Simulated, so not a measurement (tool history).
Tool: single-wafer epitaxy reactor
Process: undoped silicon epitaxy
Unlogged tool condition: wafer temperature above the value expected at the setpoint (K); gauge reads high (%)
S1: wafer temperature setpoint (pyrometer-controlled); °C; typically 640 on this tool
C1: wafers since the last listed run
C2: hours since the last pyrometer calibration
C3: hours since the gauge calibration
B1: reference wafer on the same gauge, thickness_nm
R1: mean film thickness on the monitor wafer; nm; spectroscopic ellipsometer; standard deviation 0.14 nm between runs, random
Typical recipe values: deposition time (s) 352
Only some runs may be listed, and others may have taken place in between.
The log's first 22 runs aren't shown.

Run 23, hour 1641.8: usual settings but deposition time (s) 305; C1 295; C2 77.2; C3 2091; B1 49.537. Result: R1 42.34 nm.
Run 24, hour 1702.9: usual settings but S1 655 °C; C1 437; C2 138.3; C3 2152.1; B1 49.504. Result: R1 71.238 nm.
Run 25, hour 1759.4: usual settings but deposition time (s) 286; C1 404; C2 194.8; C3 2208.6; B1 49.59. Result: R1 39.802 nm.
Run 26, hour 1829.8: usual settings; C1 503; C2 265.2; C3 2279; B1 49.583. Result: R1 49.215 nm.
Run 27, hour 1882.3: usual settings but S1 634 °C, deposition time (s) 382; C1 375; C2 317.7; C3 2331.5; B1 49.522. Result: R1 45.703 nm.
Run 28, hour 1928.2: usual settings but S1 627 °C, deposition time (s) 302; C1 328; C2 363.6; C3 2377.4; B1 49.544. Result: R1 30.294 nm.
Run 29, hour 2017.6: usual settings but S1 648 °C; C1 639; C2 453; C3 2466.8; B1 49.503. Result: R1 59.943 nm.
Run 30, hour 2062.7: usual settings but S1 646 °C, deposition time (s) 308; C1 322; C2 498.1; C3 2511.9; B1 49.54. Result: R1 49.833 nm.
At hour 2155.5: gauge calibrated.
Run 31, hour 2182.5: usual settings; C1 857; C2 617.9; C3 27; B1 50.243. Result: R1 49.752 nm.
Run 32, hour 2284.1: usual settings but deposition time (s) 407; C1 726; C2 719.5; C3 128.6; B1 50.222. Result: R1 57.366 nm.
Run 33, hour 2368.8: usual settings but S1 631 °C, deposition time (s) 319; C1 606; C2 804.2; C3 213.3; B1 50.228. Result: R1 35.921 nm.
Run 34, hour 2433.3: usual settings; C1 461; C2 868.7; C3 277.8; B1 50.126. Result: R1 49.466 nm.
Run 35, hour 2534.1: usual settings but S1 650 °C; C1 721; C2 969.5; C3 378.6; B1 50.086. Result: R1 63.79 nm.
Run 36, hour 2628.2: usual settings but S1 652 °C, deposition time (s) 321; C1 673; C2 1063.6; C3 472.7; B1 50.041. Result: R1 61.179 nm.
Run 37, hour 2720.7: usual settings but S1 631 °C, deposition time (s) 401; C1 661; C2 1156.1; C3 565.2; B1 49.95. Result: R1 44.682 nm.

4 options for the next run, each taken on its own from the tool as it stands now. Forecast them:
Run A, hour 2721.2: usual settings; C1 3; C2 1156.6; C3 565.7; B1 ?. Result: R1 ?.
Run B, hour 2721.2: usual settings but S1 632 °C; C1 3; C2 1156.6; C3 565.7; B1 ?. Result: R1 ?.
Run C, hour 2721.2: usual settings but S1 645 °C, deposition time (s) 397; C1 3; C2 1156.6; C3 565.7; B1 ?. Result: R1 ?.
Run D, hour 2721.2: usual settings but S1 647 °C, deposition time (s) 385; C1 3; C2 1156.6; C3 565.7; B1 ?. Result: R1 ?.

run      B1      R1
  A  49.977   49.52
  B  49.977  40.336
  C  49.977  63.359
  D  49.977  64.595
What these runs would have given with no unlogged condition in the tool:
run      R1
  A  49.724
  B  40.502
  C   63.62
  D  64.862

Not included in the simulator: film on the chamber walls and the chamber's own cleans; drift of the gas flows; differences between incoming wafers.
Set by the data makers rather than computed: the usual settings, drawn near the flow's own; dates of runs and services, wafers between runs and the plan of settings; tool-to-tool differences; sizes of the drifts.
